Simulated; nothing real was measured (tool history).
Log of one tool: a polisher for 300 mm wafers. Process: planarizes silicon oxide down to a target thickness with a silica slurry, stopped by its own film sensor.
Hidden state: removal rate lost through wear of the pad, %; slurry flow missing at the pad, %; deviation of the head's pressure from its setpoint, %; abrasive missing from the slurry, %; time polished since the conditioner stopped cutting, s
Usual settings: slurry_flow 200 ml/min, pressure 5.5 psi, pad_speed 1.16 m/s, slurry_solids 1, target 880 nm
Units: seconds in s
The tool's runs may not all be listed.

run	hour	slurry_flow	pressure	pad_speed	slurry_solids	target	wafers since the last listed run	wafers polished on this pad	hours since the slurry nozzle was cleaned	hours since the head pressure was calibrated	hours since the slurry blender was calibrated	hours since the conditioning disc was replaced	incoming thickness of the incoming film, nm	seconds
1	0	200	5.5	1.28	1	880	0	23	352.1	1093.7	284	229.8	1362.5	121.4
2	15.6	200	5.5	1.28	1	880	159	183	367.7	1109.3	299.6	245.4	1385.1	126
3	30.8	200	5.5	1.28	1	880	154	337	382.9	1124.5	314.8	260.6	1356	121.9
4	41.8	200	5.5	0.84	1	880	112	450	393.9	1135.5	325.8	271.6	1363.3	160.3
5	59.5	200	5.5	1.16	1	880	180	630	411.6	1153.2	343.5	289.3	1368.2	134.1
6	72.8	200	5.5	1.16	1	880	135	766	424.9	1166.5	356.8	302.6	1380.9	140.4
7	90.6	170	5.5	1.16	1	880	181	947	442.7	1184.3	374.6	320.4	1350.1	137
# hour 95.6: head pressure recalibrated
8	106.7	170	5.5	1.16	1	880	143	1091	458.8	11.1	390.7	336.5	1409.8	152.8
# hour 110.3: slurry blender recalibrated
# hour 125.5: worn pad replaced by a new one
9	126	225	5.5	1.16	1	880	135	5	478.1	30.4	15.7	355.8	1358.9	137.7
# hour 141.8: conditioning disc replaced and pad reconditioned
10	144.4	225	5.5	1.16	1	880	167	172	496.5	48.8	34.1	2.6	1401.5	180.5
11	150.5	200	5.5	1.28	1	880	62	234	502.6	54.9	40.2	8.7	1387.3	166.4
12	157.1	200	5.5	1.16	1	880	67	302	509.2	61.5	46.8	15.3	1378.5	175.1
13	175.1	200	5.5	1.4	1	880	183	485	527.2	79.5	64.8	33.3	1381.3	159.6
14	181.8	200	5.5	1.48	1	745	68	553	533.9	86.2	71.5	40	1382.6	188.3
# hour 182.9: slurry nozzle cleaned
# hour 202.3: conditioning disc replaced and pad reconditioned, repeated, since the last time left the tool worse
15	203.6	200	4	1.54	1.2	813	191	745	20.7	108	93.3	1.3	1407.7	128.1
16	218.5	200	5.5	0.9	1.1	880	151	897	35.6	122.9	108.2	16.2	1406.6	135.2
17	224.7	200	5.5	1.16	1	880	63	960	41.8	129.1	114.4	22.4	1389.6	116.3
18	234.7	175	7.2	1.16	1.15	722	101	1062	51.8	139.1	124.4	32.4	1372.1	115.3
19	249.2	200	4.2	1.16	1	1044	147	1210	66.3	153.6	138.9	46.9	1382.8	98.4
20	255.8	200	3.9	1.16	1	745	67	1277	72.9	160.2	145.5	53.5	1362.5	193.4
# hour 261.6: worn pad replaced by a new one
21	262.1	180	5.5	0.82	1	1006	23	5	79.2	166.5	151.8	59.8	1382.6	113.7

The tool's hidden state at each run:
removal rate lost through wear of the pad, %: 0 in every run
slurry flow missing at the pad, %: 0 in every run
deviation of the head's pressure from its setpoint, %: 0 in every run
abrasive missing from the slurry, %: 0 in every run
H1: time polished since the conditioner stopped cutting, s
run	H1
1	226
2	241
3	256
4	267
5	284
6	297
7	315
8	330
9	349
10	721
11	727
12	734
13	751
14	758
15	34.9
16	49.5
17	55.5
18	65.3
19	79.5
20	86
21	92.1
